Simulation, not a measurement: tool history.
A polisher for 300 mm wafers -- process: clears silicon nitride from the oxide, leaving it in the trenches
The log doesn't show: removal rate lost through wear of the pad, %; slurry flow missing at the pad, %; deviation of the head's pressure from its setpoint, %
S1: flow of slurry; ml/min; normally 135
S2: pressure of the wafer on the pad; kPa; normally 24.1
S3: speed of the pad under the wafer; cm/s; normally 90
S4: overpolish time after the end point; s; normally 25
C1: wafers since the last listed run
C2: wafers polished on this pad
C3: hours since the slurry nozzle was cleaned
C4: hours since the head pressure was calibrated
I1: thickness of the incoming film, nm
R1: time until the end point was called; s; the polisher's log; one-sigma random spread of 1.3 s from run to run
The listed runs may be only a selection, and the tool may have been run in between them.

Run 1, hour 0.0: usual settings but S1 115 ml/min, S3 82 cm/s; C1 0; C2 291; C3 121.3; C4 555.3; I1 150.2. Result: R1 176.9 s.
Run 2, hour 31.5: usual settings but S1 115 ml/min, S3 82 cm/s; C1 203; C2 495; C3 152.8; C4 586.8; I1 150.2. Result: R1 177.0 s.
Run 3, hour 99.8: usual settings but S1 115 ml/min, S3 82 cm/s; C1 441; C2 936; C3 221.1; C4 655.1; I1 150.2. Result: R1 181.2 s.
Run 4, hour 127.6: usual settings but S1 115 ml/min, S2 22.1 kPa; C1 179; C2 1116; C3 248.9; C4 682.9; I1 150.3. Result: R1 183.7 s.
At hour 191.2: worn pad replaced by a new one.
Run 5, hour 195.6: usual settings but S1 110 ml/min, S3 114 cm/s; C1 413; C2 28; C3 316.9; C4 750.9; I1 147.9. Result: R1 134.9 s.
Run 6, hour 256.7: usual settings; C1 394; C2 423; C3 378.0; C4 812.0; I1 150.4. Result: R1 159.7 s.
Run 7, hour 285.4: usual settings; C1 185; C2 608; C3 406.7; C4 840.7; I1 148.3. Result: R1 158.7 s.
At hour 355.1: head pressure recalibrated.
At hour 380.9: slurry nozzle cleaned.
At hour 390.4: worn pad replaced by a new one, of another model than before.
Run 8, hour 414.4: usual settings; C1 788; C2 154; C3 33.5; C4 59.3; I1 149.2. Result: R1 153.8 s.
Run 9, hour 452.2: usual settings; C1 244; C2 399; C3 71.3; C4 97.1; I1 152.7. Result: R1 160.1 s.
Run 10, hour 502.6: usual settings; C1 325; C2 724; C3 121.7; C4 147.5; I1 149.5. Result: R1 164.0 s.
Run 11, hour 535.9: usual settings but S1 115 ml/min, S2 26.9 kPa; C1 215; C2 939; C3 155.0; C4 180.8; I1 147.3. Result: R1 170.7 s.
Run 12, hour 584.4: usual settings but S1 100 ml/min, S4 32 s; C1 313; C2 1253; C3 203.5; C4 229.3; I1 147.9. Result: R1 224.7 s.
At hour 612.8: worn pad replaced by a new one.
Run 13, hour 654.8: usual settings but S1 120 ml/min; C1 429; C2 271; C3 273.9; C4 299.7; I1 149.5. Result: R1 201.7 s.
Run 14, hour 680.4: usual settings but S3 76 cm/s; C1 165; C2 436; C3 299.5; C4 325.3; I1 150.2. Result: R1 212.9 s.
Run 15, hour 705.2: usual settings but S1 170 ml/min; C1 160; C2 596; C3 324.3; C4 350.1; I1 150.9. Result: R1 169.9 s.
Run 16, hour 732.7: usual settings but S1 115 ml/min, S2 26.9 kPa; C1 177; C2 774; C3 351.8; C4 377.6; I1 150.1. Result: R1 209.5 s.
Run 17, hour 804.7: usual settings but S1 145 ml/min, S2 22.1 kPa, S3 80 cm/s, S4 11 s; C1 465; C2 1239; C3 423.8; C4 449.6; I1 152.1. Result: R1 229.7 s.
At hour 829.1: worn pad replaced by a new one.
Run 18, hour 858.6: usual settings but S2 19.3 kPa; C1 322; C2 190; C3 477.7; C4 503.5; I1 148.5. Result: R1 242.2 s.

Alternative continuations, all from the tool just after run 18; predict every row:
Run A, hour 859.1: usual settings but S1 175 ml/min; C1 3; C2 193; C3 478.2; C4 504.0; I1 152.7. Result: R1 ?.
Run B, hour 859.1: usual settings but S4 13 s; C1 3; C2 193; C3 478.2; C4 504.0; I1 152.7. Result: R1 ?.
Run C, hour 859.1: usual settings but S1 100 ml/min, S2 31.7 kPa, S3 80 cm/s; C1 3; C2 193; C3 478.2; C4 504.0; I1 152.7. Result: R1 ?.
Run D, hour 859.1: usual settings but S1 180 ml/min, S2 15.9 kPa; C1 3; C2 193; C3 478.2; C4 504.0; I1 152.7. Result: R1 ?.
Run E, hour 859.1: usual settings but S1 150 ml/min, S3 74 cm/s, S4 14 s; C1 3; C2 193; C3 478.2; C4 504.0; I1 152.7. Result: R1 ?.

run     R1
  A  179.4
  B  212.5
  C  264.3
  D  232.8
  E  225.3
The same runs, with their run-to-run variation unchanged, on a tool lacking any hidden condition would have given:
run     R1
  A  138.6
  B  147.7
  C  151.3
  D  181.5
  E  164.3

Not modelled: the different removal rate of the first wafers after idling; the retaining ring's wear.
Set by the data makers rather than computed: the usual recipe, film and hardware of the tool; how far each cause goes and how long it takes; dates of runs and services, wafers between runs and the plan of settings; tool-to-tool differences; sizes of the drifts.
